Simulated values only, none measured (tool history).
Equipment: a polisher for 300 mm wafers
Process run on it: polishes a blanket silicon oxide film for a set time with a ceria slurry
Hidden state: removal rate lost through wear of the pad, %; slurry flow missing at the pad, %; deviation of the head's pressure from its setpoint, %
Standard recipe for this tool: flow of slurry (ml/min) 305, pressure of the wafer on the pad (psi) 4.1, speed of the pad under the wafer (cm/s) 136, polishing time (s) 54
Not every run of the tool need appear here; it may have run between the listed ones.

run,hour,flow of slurry (ml/min),pressure of the wafer on the pad (psi),speed of the pad under the wafer (cm/s),polishing time (s),wafers since the last listed run,wafers polished on this pad,hours since the slurry nozzle was cleaned,hours since the head pressure was calibrated,"incoming thickness of the incoming film, nm",film removed (Å)
1,0,305,4.1,136,54,0,577,281.9,952.2,1217.1,3422
2,33,305,4.1,136,54,250,827,314.9,985.2,1199,3411
3,56.1,305,4.1,160,54,175,1003,338,1008.3,1188.4,3923
# hour 67.5: worn pad replaced by a new one
4,77.6,305,4.1,160,54,132,76,359.5,1029.8,1199.4,4000
5,109,305,4.1,160,54,238,314,390.9,1061.2,1197.1,3979
6,137.1,305,4.1,136,54,213,527,419,1089.3,1207.3,3300
7,171,305,4.1,136,54,257,784,452.9,1123.2,1198.1,3357
# hour 195.7: worn pad replaced by a new one
8,196.2,305,4.1,164,54,160,4,478.1,1148.4,1199.9,4023
9,210.1,305,4.1,164,54,105,109,492,1162.3,1209.9,4019
# hour 222.3: slurry nozzle cleaned
10,244,305,4.1,164,54,249,358,21.7,1196.2,1203.4,4024
11,263.8,305,4.1,136,54,150,509,41.5,1216,1200.8,3335
12,307,305,3.8,136,54,327,836,84.7,1259.2,1174.8,3102
# hour 329.4: worn pad replaced by a new one
13,329.9,305,4.1,160,54,143,3,107.6,1282.1,1196.1,3890
14,358.5,305,4.1,136,54,216,220,136.2,1310.7,1208.8,3251
15,380.3,215,4.1,160,54,165,385,158,1332.5,1220.7,3769
16,399.9,340,4.1,160,60,148,534,177.6,1352.1,1188.9,4322

Run 17, settings as shown, results not yet in. Your forecast:
17,433.2,375,4.1,136,64,252,787,210.9,1385.4,1201.3,?

Run 17 yielded film removed (Å) 3903.
With no hidden state in the tool, this same run would have given film removed (Å) 4382.
